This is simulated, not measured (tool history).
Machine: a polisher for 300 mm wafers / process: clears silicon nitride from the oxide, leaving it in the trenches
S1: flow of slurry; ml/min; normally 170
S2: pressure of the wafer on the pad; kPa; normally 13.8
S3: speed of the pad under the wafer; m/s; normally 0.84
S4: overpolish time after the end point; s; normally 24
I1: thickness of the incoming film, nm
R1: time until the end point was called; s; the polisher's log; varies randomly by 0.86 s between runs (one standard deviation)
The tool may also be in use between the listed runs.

run,hour,S1,S2,S3,S4,I1,R1
1,0,170,13.8,0.84,24,59.7,112.7
# hour 6.4: slurry nozzle cleaned
2,108,170,13.8,0.84,24,60.2,110.3
3,141.8,170,15.2,0.84,24,59.9,100.1
# hour 154.6: worn pad replaced by a new one
4,173.7,170,15.2,0.84,24,60.5,96.7
5,191.6,170,15.2,0.84,24,60.5,99.2
6,220.3,170,13.8,0.84,24,59.8,108.5
7,253.5,170,13.8,0.84,24,60.1,111
8,266.9,170,17.2,0.84,24,59.4,87.1
# hour 283.8: head pressure recalibrated
9,294,170,17.2,0.84,24,59,87.1
10,326.4,170,17.2,0.84,24,60.8,90.3
11,405.2,170,13.8,0.84,24,59.2,110.3
# hour 428.5: worn pad replaced by a new one
12,439,170,13.8,0.84,24,59.5,106.4
13,488.6,170,13.8,0.84,24,59.2,107.8
14,518.9,190,13.8,0.84,24,58.8,106
15,553,220,13.8,0.84,38,59.8,106.4
16,581.9,170,13.8,0.84,24,59.2,109
17,617.8,205,12.4,0.7,15,60,139.2
18,637.9,210,11.7,0.84,34,59.6,130.5
19,659.2,170,13.8,0.84,33,59.7,112.3
# hour 686.6: worn pad replaced by a new one
20,695.1,225,15.2,0.92,35,60.5,89.9
21,726.3,195,13.8,0.6,16,60,138.9
22,741.8,215,13.8,0.84,24,59,104.9
# hour 769.4: slurry nozzle cleaned
23,772.2,185,17.9,0.58,16,60.6,107.8
24,787.3,200,17.2,0.66,24,60.6,100.2
25,807.2,170,13.8,0.84,24,59.7,106.9
26,833.8,140,13.8,0.84,37,59.3,110.3
27,869.4,130,10.3,0.84,24,60.3,150.9
28,893,210,9,0.84,34,59.7,163.8
29,923.2,170,13.8,0.84,24,59.8,111.1
# hour 940.7: worn pad replaced by a new one
30,941.2,170,13.8,0.84,24,60.4,105.6
31,952.7,170,15.9,0.84,11,59.9,91.5

Forecast run 32:
32,971.4,170,11,0.72,24,59.6,?

{"run 32": {"R1": 148.5}}
Minus the tool's unlogged condition, the same run would have read R1 141.1 s.
